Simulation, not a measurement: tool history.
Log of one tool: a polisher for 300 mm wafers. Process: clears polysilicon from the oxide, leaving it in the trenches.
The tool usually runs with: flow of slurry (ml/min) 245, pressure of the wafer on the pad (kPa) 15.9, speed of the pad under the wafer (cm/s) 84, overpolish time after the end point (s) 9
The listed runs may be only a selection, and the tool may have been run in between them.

run	hour	flow of slurry (ml/min)	pressure of the wafer on the pad (kPa)	speed of the pad under the wafer (cm/s)	overpolish time after the end point (s)	wafers since the last listed run	wafers polished on this pad	hours since the slurry nozzle was cleaned	hours since the head pressure was calibrated	incoming thickness of the incoming film, nm	time until the end point was called (s)	dishing of a wide line in a test structure (angstrom)
1	0	245	15.9	84	12	0	285	750.4	637.4	540.1	65.4	305
2	13.9	245	18.6	84	9	95	381	764.3	651.3	538.3	56.6	294
3	31.8	245	18.6	84	9	123	504	782.2	669.2	540.9	55.5	288
4	55.2	245	15.9	84	9	161	666	805.6	692.6	537.4	65	279
5	89.5	245	15.9	84	9	236	902	839.9	726.9	540.3	68.3	283
6	114.8	245	15.9	84	9	174	1077	865.2	752.2	543.1	68.9	277
# hour 126.3: slurry nozzle cleaned
7	128.9	245	12.4	84	9	90	1167	2.6	766.3	539.7	88.4	256
8	148.5	245	12.4	84	9	135	1303	22.2	785.9	533.9	89.3	249
9	161.4	330	15.9	74	9	89	1392	35.1	798.8	537	76.1	267
# hour 177.7: worn pad replaced by a new one
10	195.6	330	15.9	106	9	208	123	69.3	833	543.3	60.6	283
11	220.7	210	21.4	96	12	173	296	94.4	858.1	542.4	50.3	307
# hour 235.9: head pressure recalibrated
12	236.4	245	11.7	84	9	94	391	110.1	0.5	542.2	100.9	235
# hour 255.4: worn pad replaced by a new one, repeated, since the last time left the tool worse
13	259.4	245	15.9	84	9	131	27	133.1	23.5	540.5	64.1	286
14	287.8	245	14.5	74	9	195	223	161.5	51.9	546.5	79.9	262
15	305.5	245	15.9	64	8	122	346	179.2	69.6	542.6	84	245
16	321.1	210	20	74	14	107	453	194.8	85.2	544.7	60.4	313

For each entry between runs, how does the tool's hidden state at the last listed run before it compare with that at the first listed run after it?
Runs 6 to 7: slurry nozzle cleaned (hour 126.3)
  removal rate lost through wear of the pad, %: 6.32 -> 6.81
  what was measured, less what the result would be without the hidden state, time until the end point was called (s): +4.4 -> +6; dishing of a wide line in a test structure (angstrom): -5 -> -7
Runs 9 to 10: worn pad replaced by a new one (hour 177.7)
  removal rate lost through wear of the pad, %: 7.95 -> 13.6
  what was measured, less what the result would be without the hidden state, time until the end point was called (s): +6.1 -> +8.2; dishing of a wide line in a test structure (angstrom): -7 -> -8
Runs 11 to 12: head pressure recalibrated (hour 235.9)
  removal rate lost through wear of the pad, %: 14.4 -> 15
  what was measured, less what the result would be without the hidden state, time until the end point was called (s): +7.3 -> +15.2; dishing of a wide line in a test structure (angstrom): -4 -> -17
Runs 12 to 13: worn pad replaced by a new one, repeated, since the last time left the tool worse (hour 255.4)
  removal rate lost through wear of the pad, %: 15 -> 0.289
  what was measured, less what the result would be without the hidden state, time until the end point was called (s): +15.2 -> +0.2; dishing of a wide line in a test structure (angstrom): -17 -> +0
